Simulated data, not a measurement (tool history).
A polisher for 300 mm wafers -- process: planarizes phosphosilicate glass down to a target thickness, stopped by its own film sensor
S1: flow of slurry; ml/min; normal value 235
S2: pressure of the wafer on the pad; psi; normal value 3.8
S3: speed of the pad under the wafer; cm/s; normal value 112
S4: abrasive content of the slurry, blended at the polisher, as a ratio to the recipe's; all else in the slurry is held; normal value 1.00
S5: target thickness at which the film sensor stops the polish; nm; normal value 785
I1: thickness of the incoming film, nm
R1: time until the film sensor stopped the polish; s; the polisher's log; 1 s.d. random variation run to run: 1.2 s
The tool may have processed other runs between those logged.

Run 1, hour 0.0: usual settings; I1 1923.6. Result: R1 110.5 s.
Run 2, hour 14.7: usual settings; I1 1956.2. Result: R1 115.5 s.
Run 3, hour 24.5: usual settings; I1 1925.6. Result: R1 113.1 s.
Run 4, hour 33.8: usual settings; I1 1945.1. Result: R1 119.0 s.
Run 5, hour 42.7: usual settings; I1 1965.3. Result: R1 125.3 s.
At hour 55.2: worn pad replaced by a new one.
Run 6, hour 87.5: usual settings; I1 1922.0. Result: R1 117.2 s.
At hour 121.8: slurry blender recalibrated.
Run 7, hour 122.3: usual settings but S4 0.75; I1 1961.4. Result: R1 141.5 s.
Run 8, hour 133.7: usual settings but S4 0.75; I1 1960.6. Result: R1 143.7 s.
At hour 142.9: worn pad replaced by a new one.
At hour 163.5: conditioning disc replaced and pad reconditioned.
At hour 168.4: slurry nozzle cleaned.
At hour 174.1: head pressure recalibrated.
Run 9, hour 177.1: usual settings but S4 0.75; I1 1900.5. Result: R1 114.2 s.
Run 10, hour 187.1: usual settings but S1 170 ml/min; I1 1960.9. Result: R1 115.0 s.
Run 11, hour 199.7: usual settings; I1 1955.5. Result: R1 114.4 s.
Run 12, hour 216.6: usual settings but S1 280 ml/min, S2 3.1 psi, S3 136 cm/s, S4 1.15; I1 1926.4. Result: R1 115.8 s.
At hour 223.4: worn pad replaced by a new one.
Run 13, hour 229.7: usual settings; I1 1925.5. Result: R1 109.1 s.
Run 14, hour 239.5: usual settings but S1 310 ml/min, S3 130 cm/s, S4 0.90; I1 1919.4. Result: R1 99.9 s.
Run 15, hour 256.5: usual settings but S3 128 cm/s; I1 1945.9. Result: R1 107.3 s.
Run 16, hour 264.2: usual settings but S3 98 cm/s, S5 1091 nm; I1 1946.2. Result: R1 93.2 s.
Run 17, hour 281.3: usual settings but S1 215 ml/min, S4 0.90; I1 1912.2. Result: R1 119.1 s.
Run 18, hour 297.3: usual settings but S2 4.7 psi, S3 100 cm/s, S5 1025 nm; I1 1919.8. Result: R1 83.2 s.

5 ways to go on from here, each from the tool as it stands after run 18. What would each give?
Run A, hour 297.7: usual settings but S1 190 ml/min; I1 1964.3. Result: R1 ?.
Run B, hour 297.7: usual settings but S1 205 ml/min, S2 4.3 psi, S3 148 cm/s, S4 1.20; I1 1964.3. Result: R1 ?.
Run C, hour 297.7: usual settings but S1 175 ml/min; I1 1964.3. Result: R1 ?.
Run D, hour 297.7: usual settings but S2 4.5 psi, S3 90 cm/s; I1 1964.3. Result: R1 ?.
Run E, hour 297.7: usual settings but S3 96 cm/s, S4 0.90; I1 1964.3. Result: R1 ?.

run     R1
  A  129.0
  B   91.3
  C  129.8
  D  124.3
  E  144.6
Without the tool's unlogged condition, the same runs would have read:
run     R1
  A  110.7
  B   75.6
  C  111.4
  D  106.8
  E  125.4

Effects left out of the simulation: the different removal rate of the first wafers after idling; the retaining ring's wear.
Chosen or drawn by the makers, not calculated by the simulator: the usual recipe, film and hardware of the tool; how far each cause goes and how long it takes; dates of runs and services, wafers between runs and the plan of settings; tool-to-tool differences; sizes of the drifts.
